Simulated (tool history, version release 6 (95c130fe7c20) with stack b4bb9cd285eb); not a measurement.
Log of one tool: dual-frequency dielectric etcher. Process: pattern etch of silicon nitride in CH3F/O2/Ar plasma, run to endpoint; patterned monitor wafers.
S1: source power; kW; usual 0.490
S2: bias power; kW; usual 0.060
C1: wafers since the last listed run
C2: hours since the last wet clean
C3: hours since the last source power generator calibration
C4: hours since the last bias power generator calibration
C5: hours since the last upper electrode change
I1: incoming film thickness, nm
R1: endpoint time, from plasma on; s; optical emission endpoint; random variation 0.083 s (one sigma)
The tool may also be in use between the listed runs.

Run 1, hour 0.0: usual settings; C1 0; C2 11.3; C3 3394.4; C4 1013.7; C5 4010.8; I1 19.73. Result: R1 28.4 s.
Run 2, hour 38.0: usual settings; C1 523; C2 49.3; C3 3432.4; C4 1051.7; C5 4048.8; I1 19.66. Result: R1 28.3 s.
Run 3, hour 67.9: usual settings; C1 412; C2 79.2; C3 3462.3; C4 1081.6; C5 4078.7; I1 19.35. Result: R1 27.9 s.
Run 4, hour 108.4: usual settings; C1 558; C2 119.7; C3 3502.8; C4 1122.1; C5 4119.2; I1 19.60. Result: R1 28.0 s.
Run 5, hour 159.7: usual settings; C1 707; C2 171.0; C3 3554.1; C4 1173.4; C5 4170.5; I1 19.76. Result: R1 28.3 s.
At hour 331.7: upper electrode replaced.
Run 6, hour 343.4: usual settings; C1 2201; C2 354.7; C3 3737.8; C4 1357.1; C5 11.7; I1 19.52. Result: R1 27.9 s.
Run 7, hour 404.0: usual settings; C1 835; C2 415.3; C3 3798.4; C4 1417.7; C5 72.3; I1 19.74. Result: R1 28.2 s.
At hour 429.8: bias power generator calibrated.
Run 8, hour 469.3: usual settings; C1 845; C2 480.6; C3 3863.7; C4 39.5; C5 137.6; I1 19.76. Result: R1 27.2 s.
Run 9, hour 514.7: usual settings but S1 0.570 kW; C1 625; C2 526.0; C3 3909.1; C4 84.9; C5 183.0; I1 19.62. Result: R1 25.3 s.
Run 10, hour 544.6: usual settings but S1 0.410 kW, S2 0.050 kW; C1 412; C2 555.9; C3 3939.0; C4 114.8; C5 212.9; I1 19.50. Result: R1 31.4 s.
At hour 607.0: wet clean of the chamber.
At hour 611.2: source power generator calibrated.
Run 11, hour 611.7: usual settings but S1 0.610 kW, S2 0.046 kW; C1 539; C2 4.7; C3 0.5; C4 181.9; C5 280.0; I1 19.37. Result: R1 28.7 s.
Run 12, hour 655.6: usual settings; C1 605; C2 48.6; C3 44.4; C4 225.8; C5 323.9; I1 19.65. Result: R1 27.5 s.
Run 13, hour 693.6: usual settings but S2 0.066 kW; C1 523; C2 86.6; C3 82.4; C4 263.8; C5 361.9; I1 19.54. Result: R1 26.1 s.
Run 14, hour 744.1: usual settings but S1 0.380 kW; C1 696; C2 137.1; C3 132.9; C4 314.3; C5 412.4; I1 19.78. Result: R1 30.6 s.
Run 15, hour 809.1: usual settings; C1 896; C2 202.1; C3 197.9; C4 379.3; C5 477.4; I1 19.65. Result: R1 27.3 s.
Run 16, hour 833.6: usual settings but S1 0.430 kW, S2 0.070 kW; C1 337; C2 226.6; C3 222.4; C4 403.8; C5 501.9; I1 19.53. Result: R1 26.3 s.

Hidden state at the last listed run before each entry between runs and at the first one after, where it differs:
Between runs 5 and 6: upper electrode replaced (hour 331.7)
  etch rate over this chamber's usual, %: 0.995 -> 1.99; bias power that arrives over what is set, %: -3.38 -> -4.41
  measured less the result without the state, R1: +0.2 -> +0.1 s
Between runs 7 and 8: bias power generator calibrated (hour 429.8)
  etch rate over this chamber's usual, %: 2.31 -> 2.66; bias power that arrives over what is set, %: -4.79 -> 0.729
  measured less the result without the state, R1: +0.0 -> -0.8 s
Between runs 10 and 11: wet clean of the chamber (hour 607.0); source power generator calibrated (hour 611.2)
  etch rate over this chamber's usual, %: 3.07 -> 0.483; bias power that arrives over what is set, %: 0.703 -> 0.659
  measured less the result without the state, R1: -1.1 -> -0.3 s

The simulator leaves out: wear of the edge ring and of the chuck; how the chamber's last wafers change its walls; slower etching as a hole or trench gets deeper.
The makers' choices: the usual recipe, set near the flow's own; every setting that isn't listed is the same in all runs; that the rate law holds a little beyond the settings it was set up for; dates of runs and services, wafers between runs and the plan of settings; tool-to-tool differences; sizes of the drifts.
